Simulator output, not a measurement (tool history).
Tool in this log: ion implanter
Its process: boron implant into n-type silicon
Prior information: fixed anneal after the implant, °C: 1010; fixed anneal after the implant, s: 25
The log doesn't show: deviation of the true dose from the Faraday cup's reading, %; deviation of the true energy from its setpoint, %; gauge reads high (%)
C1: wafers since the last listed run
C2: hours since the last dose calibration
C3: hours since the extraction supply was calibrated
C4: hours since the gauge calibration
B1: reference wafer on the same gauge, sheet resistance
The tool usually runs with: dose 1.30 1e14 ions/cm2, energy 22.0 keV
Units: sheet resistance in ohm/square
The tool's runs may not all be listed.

run 1 day=0.000 | dose=1.44 energy=22.0 | C1=0 C2=785.5 C3=2197.8 C4=911.2 | B1=797.87 | sheet_resistance=654.30
run 2 day=2.496 | dose=1.44 energy=22.0 | C1=1692 C2=845.4 C3=2257.7 C4=971.1 | B1=798.43 | sheet_resistance=653.27
run 3 day=4.642 | dose=1.30 energy=19.5 | C1=1455 C2=896.9 C3=2309.2 C4=1022.6 | B1=798.09 | sheet_resistance=722.18
run 4 day=8.204 | dose=1.30 energy=19.5 | C1=2415 C2=982.4 C3=2394.7 C4=1108.1 | B1=798.01 | sheet_resistance=722.90
run 5 day=10.742 | dose=1.30 energy=19.5 | C1=1720 C2=1043.3 C3=2455.6 C4=1169.0 | B1=798.12 | sheet_resistance=722.45
run 6 day=12.425 | dose=1.30 energy=22.0 | C1=1141 C2=1083.7 C3=2496.0 C4=1209.4 | B1=797.74 | sheet_resistance=709.65
run 7 day=13.738 | dose=1.30 energy=22.0 | C1=889 C2=1115.2 C3=2527.5 C4=1240.9 | B1=797.93 | sheet_resistance=709.80
run 8 day=15.800 | dose=1.30 energy=22.0 | C1=1398 C2=1164.7 C3=2577.0 C4=1290.4 | B1=797.98 | sheet_resistance=710.41
run 9 day=23.583 | dose=1.30 energy=22.0 | C1=5277 C2=1351.5 C3=2763.8 C4=1477.2 | B1=798.43 | sheet_resistance=709.78
run 10 day=25.346 | dose=1.30 energy=22.0 | C1=1195 C2=1393.8 C3=2806.1 C4=1519.5 | B1=798.00 | sheet_resistance=709.69
run 11 day=26.625 | dose=1.30 energy=18.5 | C1=867 C2=1424.5 C3=2836.8 C4=1550.2 | B1=797.75 | sheet_resistance=732.18
run 12 day=28.467 | dose=1.30 energy=18.5 | C1=1248 C2=1468.7 C3=2881.0 C4=1594.4 | B1=797.86 | sheet_resistance=731.67
run 13 day=31.079 | dose=1.30 energy=18.5 | C1=1771 C2=1531.4 C3=2943.7 C4=1657.1 | B1=797.99 | sheet_resistance=729.09
-- day=33.492 Faraday cup replaced and dose calibrated
run 14 day=33.512 | dose=1.30 energy=26.5 | C1=1423 C2=0.5 C3=3002.1 C4=1715.5 | B1=797.96 | sheet_resistance=683.06
run 15 day=35.812 | dose=1.30 energy=26.5 | C1=1559 C2=55.7 C3=3057.3 C4=1770.7 | B1=797.48 | sheet_resistance=683.81
run 16 day=37.812 | dose=1.06 energy=29.0 | C1=1356 C2=103.7 C3=3105.3 C4=1818.7 | B1=798.26 | sheet_resistance=781.16
run 17 day=39.200 | dose=1.30 energy=29.5 | C1=940 C2=137.0 C3=3138.6 C4=1852.0 | B1=798.21 | sheet_resistance=671.62
-- day=42.696 gauge calibrated
run 18 day=43.962 | dose=1.47 energy=22.0 | C1=3229 C2=251.3 C3=3252.9 C4=30.4 | B1=797.61 | sheet_resistance=640.34
run 19 day=46.812 | dose=1.30 energy=22.0 | C1=1932 C2=319.7 C3=3321.3 C4=98.8 | B1=797.79 | sheet_resistance=706.47
run 20 day=48.354 | dose=0.98 energy=15.0 | C1=1045 C2=356.7 C3=3358.3 C4=135.8 | B1=797.90 | sheet_resistance=933.59
run 21 day=50.304 | dose=1.48 energy=15.0 | C1=1322 C2=403.5 C3=3405.1 C4=182.6 | B1=798.07 | sheet_resistance=675.21
run 22 day=52.646 | dose=1.48 energy=28.5 | C1=1587 C2=459.7 C3=3461.3 C4=238.8 | B1=797.98 | sheet_resistance=612.54
-- day=54.092 extraction supply calibrated
run 23 day=54.138 | dose=1.30 energy=18.0 | C1=785 C2=495.5 C3=1.1 C4=274.6 | B1=798.18 | sheet_resistance=730.78
run 24 day=55.767 | dose=1.17 energy=22.0 | C1=1104 C2=534.6 C3=40.2 C4=313.7 | B1=797.83 | sheet_resistance=765.43
run 25 day=58.746 | dose=0.91 energy=22.0 | C1=2020 C2=606.1 C3=111.7 C4=385.2 | B1=797.77 | sheet_resistance=925.51
run 26 day=61.233 | dose=1.30 energy=22.0 | C1=1686 C2=665.8 C3=171.4 C4=444.9 | B1=797.93 | sheet_resistance=707.06
run 27 day=62.388 | dose=1.51 energy=17.0 | C1=782 C2=693.5 C3=199.1 C4=472.6 | B1=797.89 | sheet_resistance=653.63
run 28 day=64.846 | dose=1.07 energy=19.5 | C1=1666 C2=752.5 C3=258.1 C4=531.6 | B1=798.16 | sheet_resistance=839.28
run 29 day=66.283 | dose=1.30 energy=22.0 | C1=974 C2=787.0 C3=292.6 C4=566.1 | B1=798.19 | sheet_resistance=708.73
run 30 day=68.992 | dose=1.63 energy=19.0 | C1=1836 C2=852.0 C3=357.6 C4=631.1 | B1=797.84 | sheet_resistance=604.82

3 ways to go on from here, each from the tool as it stands after run 30. What would each give?
run A day=69.008 | dose=1.20 energy=22.0 | C1=11 C2=852.4 C3=358.0 C4=631.5 | B1=? | sheet_resistance=?
run B day=69.008 | dose=0.96 energy=15.5 | C1=11 C2=852.4 C3=358.0 C4=631.5 | B1=? | sheet_resistance=?
run C day=69.008 | dose=0.98 energy=24.0 | C1=11 C2=852.4 C3=358.0 C4=631.5 | B1=? | sheet_resistance=?

run=A B1=798.16 sheet_resistance=751.49
run=B B1=798.16 sheet_resistance=943.23
run=C B1=798.16 sheet_resistance=860.52
Take away the tool's hidden state, keep each run's random variation, and the runs would have read:
run=A sheet_resistance=746.19
run=B sheet_resistance=936.64
run=C sheet_resistance=854.70
